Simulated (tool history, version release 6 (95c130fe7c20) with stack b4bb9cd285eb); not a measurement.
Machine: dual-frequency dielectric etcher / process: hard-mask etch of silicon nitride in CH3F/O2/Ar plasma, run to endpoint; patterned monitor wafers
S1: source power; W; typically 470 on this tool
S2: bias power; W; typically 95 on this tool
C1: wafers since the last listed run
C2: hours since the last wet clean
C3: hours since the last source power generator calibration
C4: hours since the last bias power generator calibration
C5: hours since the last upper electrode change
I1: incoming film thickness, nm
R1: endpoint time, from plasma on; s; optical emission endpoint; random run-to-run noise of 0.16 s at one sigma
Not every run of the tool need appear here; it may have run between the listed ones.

Run 1, hour 0.0: usual settings but S1 400 W, S2 111 W; C1 0; C2 13.1; C3 1050.3; C4 4004.5; C5 1683.3; I1 36.86. Result: R1 45.9 s.
Run 2, hour 77.4: usual settings; C1 710; C2 90.5; C3 1127.7; C4 4081.9; C5 1760.7; I1 36.66. Result: R1 45.7 s.
Run 3, hour 148.8: usual settings; C1 655; C2 161.9; C3 1199.1; C4 4153.3; C5 1832.1; I1 36.82. Result: R1 45.5 s.
Run 4, hour 193.5: usual settings but S2 78 W; C1 410; C2 206.6; C3 1243.8; C4 4198.0; C5 1876.8; I1 36.88. Result: R1 50.7 s.
Run 5, hour 405.9: usual settings but S2 78 W; C1 1948; C2 419.0; C3 1456.2; C4 4410.4; C5 2089.2; I1 36.98. Result: R1 50.5 s.
Run 6, hour 485.3: usual settings; C1 728; C2 498.4; C3 1535.6; C4 4489.8; C5 2168.6; I1 36.59. Result: R1 45.7 s.
At hour 561.8: wet clean of the chamber.
Run 7, hour 562.3: usual settings; C1 486; C2 0.5; C3 1612.6; C4 4566.8; C5 2245.6; I1 36.74. Result: R1 45.6 s.
Run 8, hour 628.3: usual settings; C1 605; C2 66.5; C3 1678.6; C4 4632.8; C5 2311.6; I1 36.92. Result: R1 45.7 s.
Run 9, hour 735.3: usual settings but S1 390 W, S2 101 W; C1 981; C2 173.5; C3 1785.6; C4 4739.8; C5 2418.6; I1 36.75. Result: R1 48.5 s.
Run 10, hour 843.0: usual settings but S1 390 W, S2 101 W; C1 988; C2 281.2; C3 1893.3; C4 4847.5; C5 2526.3; I1 36.75. Result: R1 48.7 s.
Run 11, hour 941.2: usual settings; C1 901; C2 379.4; C3 1991.5; C4 4945.7; C5 2624.5; I1 36.73. Result: R1 45.8 s.
Run 12, hour 1002.8: usual settings but S1 400 W, S2 81 W; C1 565; C2 441.0; C3 2053.1; C4 5007.3; C5 2686.1; I1 36.77. Result: R1 53.6 s.
Run 13, hour 1082.3: usual settings but S1 400 W, S2 81 W; C1 729; C2 520.5; C3 2132.6; C4 5086.8; C5 2765.6; I1 36.80. Result: R1 53.7 s.
Run 14, hour 1161.2: usual settings but S1 400 W, S2 81 W; C1 723; C2 599.4; C3 2211.5; C4 5165.7; C5 2844.5; I1 36.82. Result: R1 54.1 s.
Run 15, hour 1241.7: usual settings but S1 510 W, S2 81 W; C1 738; C2 679.9; C3 2292.0; C4 5246.2; C5 2925.0; I1 36.62. Result: R1 47.5 s.
At hour 1256.1: source power generator calibrated.
At hour 1289.5: wet clean of the chamber.
At hour 1349.4: upper electrode replaced.
Run 16, hour 1349.9: usual settings but S2 75 W; C1 515; C2 60.4; C3 93.8; C4 5354.4; C5 0.5; I1 36.65. Result: R1 51.5 s.
At hour 1384.5: bias power generator calibrated.
Run 17, hour 1443.4: usual settings but S1 400 W, S2 74 W; C1 821; C2 153.9; C3 187.3; C4 58.9; C5 94.0; I1 36.89. Result: R1 55.1 s.
Run 18, hour 1481.2: usual settings but S1 390 W, S2 89 W; C1 346; C2 191.7; C3 225.1; C4 96.7; C5 131.8; I1 36.78. Result: R1 50.5 s.
Run 19, hour 1548.0: usual settings but S2 79 W; C1 612; C2 258.5; C3 291.9; C4 163.5; C5 198.6; I1 37.01. Result: R1 49.6 s.
Run 20, hour 1615.5: usual settings but S2 75 W; C1 619; C2 326.0; C3 359.4; C4 231.0; C5 266.1; I1 36.35. Result: R1 50.4 s.
Run 21, hour 1670.1: usual settings but S1 440 W; C1 501; C2 380.6; C3 414.0; C4 285.6; C5 320.7; I1 36.88. Result: R1 46.4 s.
Run 22, hour 1755.6: usual settings but S1 510 W, S2 81 W; C1 784; C2 466.1; C3 499.5; C4 371.1; C5 406.2; I1 36.48. Result: R1 46.6 s.
Run 23, hour 1832.9: usual settings but S1 570 W, S2 119 W; C1 709; C2 543.4; C3 576.8; C4 448.4; C5 483.5; I1 36.83. Result: R1 36.7 s.
At hour 1881.5: wet clean of the chamber.
Run 24, hour 1894.3: usual settings but S1 390 W, S2 102 W; C1 343; C2 12.8; C3 638.2; C4 509.8; C5 544.9; I1 36.65. Result: R1 46.8 s.
Run 25, hour 1998.2: usual settings but S1 390 W, S2 77 W; C1 953; C2 116.7; C3 742.1; C4 613.7; C5 648.8; I1 36.66. Result: R1 54.8 s.
Run 26, hour 2093.9: usual settings; C1 878; C2 212.4; C3 837.8; C4 709.4; C5 744.5; I1 37.19. Result: R1 45.2 s.
Run 27, hour 2188.0: usual settings; C1 863; C2 306.5; C3 931.9; C4 803.5; C5 838.6; I1 36.75. Result: R1 44.8 s.
Run 28, hour 2250.6: usual settings; C1 574; C2 369.1; C3 994.5; C4 866.1; C5 901.2; I1 36.71. Result: R1 44.7 s.
Run 29, hour 2286.7: usual settings but S1 420 W; C1 331; C2 405.2; C3 1030.6; C4 902.2; C5 937.3; I1 36.79. Result: R1 47.7 s.
Run 30, hour 2347.8: usual settings; C1 560; C2 466.3; C3 1091.7; C4 963.3; C5 998.4; I1 36.88. Result: R1 45.0 s.
Run 31, hour 2413.8: usual settings but S1 510 W, S2 105 W; C1 605; C2 532.3; C3 1157.7; C4 1029.3; C5 1064.4; I1 36.84. Result: R1 41.2 s.
At hour 2483.7: wet clean of the chamber.
Run 32, hour 2484.2: usual settings but S1 500 W, S2 109 W; C1 425; C2 0.5; C3 1228.1; C4 1099.7; C5 1134.8; I1 36.95. Result: R1 41.0 s.
Run 33, hour 2550.2: usual settings; C1 605; C2 66.5; C3 1294.1; C4 1165.7; C5 1200.8; I1 36.58. Result: R1 44.8 s.
Run 34, hour 2590.4: usual settings but S1 510 W, S2 81 W; C1 368; C2 106.7; C3 1334.3; C4 1205.9; C5 1241.0; I1 37.05. Result: R1 47.5 s.

Branching from run 34: 5 alternative next runs. What would each branch give?
Run A, hour 2590.8: usual settings but S1 530 W; C1 3; C2 107.1; C3 1334.7; C4 1206.3; C5 1241.4; I1 36.78. Result: R1 ?.
Run B, hour 2590.8: usual settings but S1 380 W, S2 110 W; C1 3; C2 107.1; C3 1334.7; C4 1206.3; C5 1241.4; I1 36.78. Result: R1 ?.
Run C, hour 2590.8: usual settings but S1 370 W, S2 76 W; C1 3; C2 107.1; C3 1334.7; C4 1206.3; C5 1241.4; I1 36.78. Result: R1 ?.
Run D, hour 2590.8: usual settings but S1 380 W, S2 101 W; C1 3; C2 107.1; C3 1334.7; C4 1206.3; C5 1241.4; I1 36.78. Result: R1 ?.
Run E, hour 2590.8: usual settings but S1 520 W, S2 117 W; C1 3; C2 107.1; C3 1334.7; C4 1206.3; C5 1241.4; I1 36.78. Result: R1 ?.

run    R1
  A  42.7
  B  46.2
  C  56.9
  D  48.3
  E  38.8
The same runs, with their run-to-run variation unchanged, on a tool lacking any hidden condition would have given:
run    R1
  A  42.5
  B  46.0
  C  56.6
  D  48.0
  E  38.6
